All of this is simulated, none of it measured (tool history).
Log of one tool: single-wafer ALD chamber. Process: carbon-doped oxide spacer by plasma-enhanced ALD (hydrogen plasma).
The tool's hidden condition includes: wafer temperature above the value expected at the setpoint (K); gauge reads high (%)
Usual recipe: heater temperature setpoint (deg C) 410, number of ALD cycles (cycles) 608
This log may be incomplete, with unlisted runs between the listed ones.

| run | day | heater temperature setpoint (deg C) | number of ALD cycles (cycles) | wafers since the last listed run | hours since the last thermocouple change | hours since the gauge calibration | read-back reference wafer on the same gauge, thickness_nm | mean film thickness on the monitor wafer (nm) |
|---|---|---|---|---|---|---|---|---|
| 1 | 0.000 | 422 | 675 | 0 | 1597.7 | 823.4 | 32.079 | 29.989 |
| 2 | 1.100 | 422 | 675 | 18 | 1624.1 | 849.8 | 32.096 | 29.987 |
| 3 | 1.775 | 406 | 608 | 11 | 1640.3 | 866.0 | 32.120 | 28.179 |
| 4 | 3.250 | 406 | 608 | 25 | 1675.7 | 901.4 | 32.064 | 28.222 |
| 5 | 4.425 | 401 | 647 | 20 | 1703.9 | 929.6 | 32.080 | 30.314 |
| 6 | 5.129 | 401 | 647 | 12 | 1720.8 | 946.5 | 32.069 | 30.177 |
| 7 | 6.575 | 410 | 608 | 24 | 1755.5 | 981.2 | 32.061 | 27.744 |
| 8 | 7.829 | 410 | 608 | 21 | 1785.6 | 1011.3 | 32.051 | 27.900 |
| 9 | 9.054 | 410 | 608 | 21 | 1815.0 | 1040.7 | 32.071 | 27.824 |
| 10 | 10.279 | 410 | 608 | 21 | 1844.4 | 1070.1 | 32.096 | 27.800 |
| 11 | 11.392 | 410 | 608 | 19 | 1871.1 | 1096.8 | 32.013 | 27.922 |
| 12 | 12.283 | 410 | 608 | 15 | 1892.5 | 1118.2 | 32.075 | 27.860 |
| 13 | 12.850 | 410 | 608 | 9 | 1906.1 | 1131.8 | 32.037 | 27.822 |
| 14 | 13.708 | 410 | 608 | 14 | 1926.7 | 1152.4 | 32.075 | 27.814 |
| 15 | 15.017 | 410 | 608 | 22 | 1958.1 | 1183.8 | 32.008 | 27.848 |
|  | 15.775 | gauge calibrated |
| 16 | 16.254 | 410 | 608 | 21 | 1987.8 | 11.5 | 32.699 | 28.444 |
| 17 | 16.988 | 401 | 608 | 12 | 2005.4 | 29.1 | 32.634 | 29.107 |
| 18 | 17.983 | 401 | 608 | 17 | 2029.3 | 53.0 | 32.616 | 28.941 |
| 19 | 19.450 | 401 | 608 | 25 | 2064.5 | 88.2 | 32.543 | 28.972 |
| 20 | 20.046 | 410 | 608 | 10 | 2078.8 | 102.5 | 32.498 | 28.263 |
| 21 | 20.871 | 422 | 487 | 14 | 2098.6 | 122.3 | 32.491 | 21.884 |
| 22 | 22.167 | 399 | 552 | 22 | 2129.7 | 153.4 | 32.426 | 26.310 |
| 23 | 23.000 | 401 | 567 | 14 | 2149.7 | 173.4 | 32.443 | 26.772 |
| 24 | 24.279 | 418 | 664 | 22 | 2180.4 | 204.1 | 32.391 | 30.008 |
|  | 25.192 | thermocouple changed; heater temperature recalibrated |
| 25 | 25.212 | 416 | 728 | 10 | 0.5 | 226.5 | 32.328 | 32.971 |
| 26 | 25.642 | 416 | 700 | 7 | 10.8 | 236.8 | 32.362 | 31.786 |
| 27 | 26.842 | 410 | 608 | 20 | 39.6 | 265.6 | 32.311 | 28.075 |
| 28 | 27.892 | 424 | 519 | 18 | 64.8 | 290.8 | 32.313 | 23.060 |
| 29 | 28.917 | 410 | 608 | 17 | 89.4 | 315.4 | 32.244 | 28.107 |
| 30 | 30.312 | 421 | 655 | 24 | 122.9 | 348.9 | 32.258 | 29.244 |
| 31 | 31.096 | 422 | 685 | 13 | 141.7 | 367.7 | 32.220 | 30.656 |
| 32 | 32.358 | 416 | 560 | 21 | 172.0 | 398.0 | 32.199 | 25.273 |
| 33 | 32.958 | 417 | 545 | 10 | 186.4 | 412.4 | 32.168 | 24.539 |
| 34 | 34.400 | 410 | 608 | 24 | 221.0 | 447.0 | 32.167 | 27.998 |
| 35 | 35.742 | 410 | 608 | 23 | 253.2 | 479.2 | 32.159 | 27.929 |
| 36 | 36.462 | 410 | 608 | 12 | 270.5 | 496.5 | 32.141 | 27.956 |
| 37 | 37.125 | 398 | 655 | 11 | 286.4 | 512.4 | 32.160 | 31.039 |
| 38 | 38.225 | 410 | 608 | 18 | 312.8 | 538.8 | 32.140 | 27.918 |

Alternative continuations, all from the tool just after run 38; predict every row:
| A | 38.279 | 417 | 608 | 0 | 314.1 | 540.1 | ? | ? |
| B | 38.279 | 422 | 683 | 0 | 314.1 | 540.1 | ? | ? |
| C | 38.279 | 400 | 570 | 0 | 314.1 | 540.1 | ? | ? |

| run | read-back reference wafer on the same gauge, thickness_nm | mean film thickness on the monitor wafer (nm) |
|---|---|---|
| A | 32.121 | 27.466 |
| B | 32.121 | 30.426 |
| C | 32.121 | 26.964 |
With the hidden condition removed and each run's random variation left untouched, the same runs would have given:
| run | mean film thickness on the monitor wafer (nm) |
|---|---|
| A | 28.042 |
| B | 31.064 |
| C | 27.529 |
